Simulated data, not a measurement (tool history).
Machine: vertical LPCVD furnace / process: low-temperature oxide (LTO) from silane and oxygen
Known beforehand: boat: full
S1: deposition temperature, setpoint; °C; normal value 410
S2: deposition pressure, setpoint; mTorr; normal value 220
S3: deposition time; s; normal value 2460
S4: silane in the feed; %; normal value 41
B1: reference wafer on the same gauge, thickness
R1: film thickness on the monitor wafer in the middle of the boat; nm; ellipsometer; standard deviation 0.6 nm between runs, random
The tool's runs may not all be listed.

| run | hour | S1 | S2 | S3 | S4 | B1 | R1 |
|---|---|---|---|---|---|---|---|
| 1 | 0 | 416 | 220 | 2460 | 48 | 361.02 | 480.24 |
| 2 | 30.3 | 416 | 220 | 2880 | 41 | 360.8 | 473.64 |
| 3 | 66.3 | 416 | 220 | 2880 | 41 | 360.76 | 475.43 |
| 4 | 100.6 | 410 | 220 | 2460 | 41 | 360.93 | 379.3 |
| 5 | 134 | 410 | 240 | 2880 | 41 | 361.08 | 485.62 |
| 6 | 154.9 | 410 | 220 | 1770 | 41 | 361.12 | 273.39 |
| 7 | 199.3 | 410 | 220 | 1770 | 41 | 361.04 | 273.34 |
| 8 | 228 | 410 | 220 | 1770 | 41 | 360.99 | 273.04 |
| 9 | 258.8 | 410 | 180 | 2460 | 41 | 361.06 | 310.49 |
| 10 | 293.2 | 410 | 180 | 2460 | 41 | 360.83 | 311.57 |
| 11 | 309.9 | 410 | 220 | 2460 | 41 | 361 | 379.92 |
|  | 340.4 | pressure gauge zeroed |
| 12 | 340.9 | 410 | 220 | 2460 | 41 | 361.35 | 380.69 |
| 13 | 345.3 | 410 | 245 | 2460 | 33 | 361.02 | 317.13 |
| 14 | 362.8 | 405 | 220 | 2460 | 41 | 360.81 | 359.41 |
|  | 396.2 | thermocouples replaced and temperature profile calibrated |
| 15 | 396.7 | 410 | 220 | 2460 | 49 | 360.94 | 463.1 |
| 16 | 401 | 410 | 180 | 2460 | 41 | 360.81 | 310.44 |
| 17 | 413.9 | 410 | 250 | 2460 | 45 | 361.18 | 480.91 |
|  | 451.9 | silane flow controller replaced |
| 18 | 452.4 | 410 | 220 | 2100 | 41 | 361.15 | 341.73 |
|  | 452.9 | gauge calibrated |
| 19 | 480.8 | 410 | 220 | 2880 | 41 | 361.06 | 468.37 |
| 20 | 516.2 | 410 | 220 | 1470 | 41 | 360.81 | 238.42 |
| 21 | 541.5 | 410 | 240 | 2880 | 41 | 360.77 | 510.94 |
| 22 | 572.7 | 410 | 220 | 2460 | 41 | 361.12 | 398.95 |
| 23 | 592.8 | 410 | 170 | 3240 | 45 | 361.06 | 447.6 |
| 24 | 615.4 | 419 | 220 | 2460 | 41 | 361.11 | 438.49 |

Below are 4 alternative next runs, each starting from the tool's condition after run 24. Predict each:
| A | 619.8 | 410 | 220 | 2460 | 41 | ? | ? |
| B | 619.8 | 410 | 205 | 2460 | 38 | ? | ? |
| C | 619.8 | 399 | 235 | 1680 | 41 | ? | ? |
| D | 619.8 | 402 | 190 | 2790 | 37 | ? | ? |

| run | B1 | R1 |
|---|---|---|
| A | 361.01 | 398.35 |
| B | 361.01 | 339.38 |
| C | 361.01 | 258.15 |
| D | 361.01 | 315.98 |
Take away the tool's hidden state, keep each run's random variation, and the runs would have read:
| run | R1 |
|---|---|
| A | 399.74 |
| B | 340.73 |
| C | 259.08 |
| D | 317.31 |
